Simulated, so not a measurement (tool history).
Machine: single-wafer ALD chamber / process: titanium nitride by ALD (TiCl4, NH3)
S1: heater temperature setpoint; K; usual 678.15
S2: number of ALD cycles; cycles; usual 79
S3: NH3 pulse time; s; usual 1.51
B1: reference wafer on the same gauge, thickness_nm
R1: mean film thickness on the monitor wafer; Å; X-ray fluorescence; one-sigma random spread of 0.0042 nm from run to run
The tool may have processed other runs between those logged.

Run 1, hour 0.0: usual settings but S1 688.15 K; B1 1.815. Result: R1 17.16 Å.
Run 2, hour 54.5: usual settings; B1 1.816. Result: R1 17.04 Å.
Run 3, hour 156.9: usual settings; B1 1.820. Result: R1 17.10 Å.
Run 4, hour 261.4: usual settings; B1 1.821. Result: R1 16.99 Å.
Run 5, hour 318.2: usual settings but S2 72 cycles; B1 1.823. Result: R1 15.53 Å.
Run 6, hour 386.0: usual settings; B1 1.824. Result: R1 17.06 Å.
Run 7, hour 466.5: usual settings; B1 1.823. Result: R1 17.13 Å.
At hour 485.8: thermocouple changed; heater temperature recalibrated.
Run 8, hour 570.6: usual settings; B1 1.826. Result: R1 17.11 Å.
Run 9, hour 622.4: usual settings but S1 674.15 K; B1 1.824. Result: R1 17.06 Å.
Run 10, hour 665.9: usual settings but S1 674.15 K; B1 1.824. Result: R1 17.09 Å.
Run 11, hour 704.0: usual settings but S1 674.15 K; B1 1.826. Result: R1 17.04 Å.
At hour 835.9: gauge calibrated.
Run 12, hour 924.5: usual settings but S1 667.15 K, S2 90 cycles; B1 1.801. Result: R1 19.13 Å.
Run 13, hour 1008.6: usual settings but S1 667.15 K, S2 90 cycles; B1 1.810. Result: R1 19.13 Å.
Run 14, hour 1152.2: usual settings; B1 1.815. Result: R1 17.00 Å.
Run 15, hour 1226.3: usual settings; B1 1.817. Result: R1 17.07 Å.
Run 16, hour 1269.2: usual settings; B1 1.819. Result: R1 17.07 Å.
Run 17, hour 1356.8: usual settings but S1 690.15 K, S2 65 cycles, S3 0.97 s; B1 1.822. Result: R1 13.81 Å.
Run 18, hour 1433.1: usual settings but S1 674.15 K; B1 1.824. Result: R1 17.07 Å.
At hour 1481.4: showerhead replaced.
Run 19, hour 1501.9: usual settings but S1 692.15 K, S2 66 cycles, S3 1.16 s; B1 1.824. Result: R1 14.19 Å.
Run 20, hour 1549.5: usual settings; B1 1.825. Result: R1 17.08 Å.
Run 21, hour 1746.4: usual settings but S2 73 cycles; B1 1.829. Result: R1 15.85 Å.
Run 22, hour 1827.9: usual settings but S2 70 cycles, S3 1.97 s; B1 1.830. Result: R1 15.33 Å.
Run 23, hour 1918.1: usual settings but S1 671.15 K, S2 64 cycles, S3 1.23 s; B1 1.832. Result: R1 13.70 Å.
Run 24, hour 2015.1: usual settings but S1 686.15 K, S2 85 cycles, S3 1.34 s; B1 1.833. Result: R1 18.48 Å.
At hour 2038.2: thermocouple changed; heater temperature recalibrated.
Run 25, hour 2079.3: usual settings but S1 692.15 K, S2 94 cycles, S3 0.93 s; B1 1.834. Result: R1 20.10 Å.
Run 26, hour 2249.6: usual settings but S2 87 cycles, S3 1.03 s; B1 1.832. Result: R1 18.54 Å.
At hour 2331.1: gauge calibrated.
Run 27, hour 2342.4: usual settings; B1 1.795. Result: R1 16.82 Å.
Run 28, hour 2423.0: usual settings; B1 1.800. Result: R1 16.90 Å.
Run 29, hour 2463.5: usual settings but S2 72 cycles, S3 1.10 s; B1 1.804. Result: R1 15.20 Å.
Run 30, hour 2500.1: usual settings but S1 668.15 K, S2 66 cycles; B1 1.804. Result: R1 14.01 Å.
Run 31, hour 2606.5: usual settings but S1 667.15 K, S2 90 cycles; B1 1.809. Result: R1 19.25 Å.
Run 32, hour 2704.9: usual settings but S1 673.15 K; B1 1.817. Result: R1 16.95 Å.

What if the next run were any one of these 3? Each begins from the tool's condition after run 32:
Run A, hour 2705.5: usual settings; B1 ?. Result: R1 ?.
Run B, hour 2705.5: usual settings but S1 672.15 K, S2 64 cycles; B1 ?. Result: R1 ?.
Run C, hour 2705.5: usual settings but S1 666.15 K, S2 91 cycles, S3 1.33 s; B1 ?. Result: R1 ?.

run     B1     R1
  A  1.814  16.95
  B  1.814  13.69
  C  1.814  19.21
Without the tool's unlogged condition, the same runs would have read:
run     R1
  A  16.73
  B  13.51
  C  18.95

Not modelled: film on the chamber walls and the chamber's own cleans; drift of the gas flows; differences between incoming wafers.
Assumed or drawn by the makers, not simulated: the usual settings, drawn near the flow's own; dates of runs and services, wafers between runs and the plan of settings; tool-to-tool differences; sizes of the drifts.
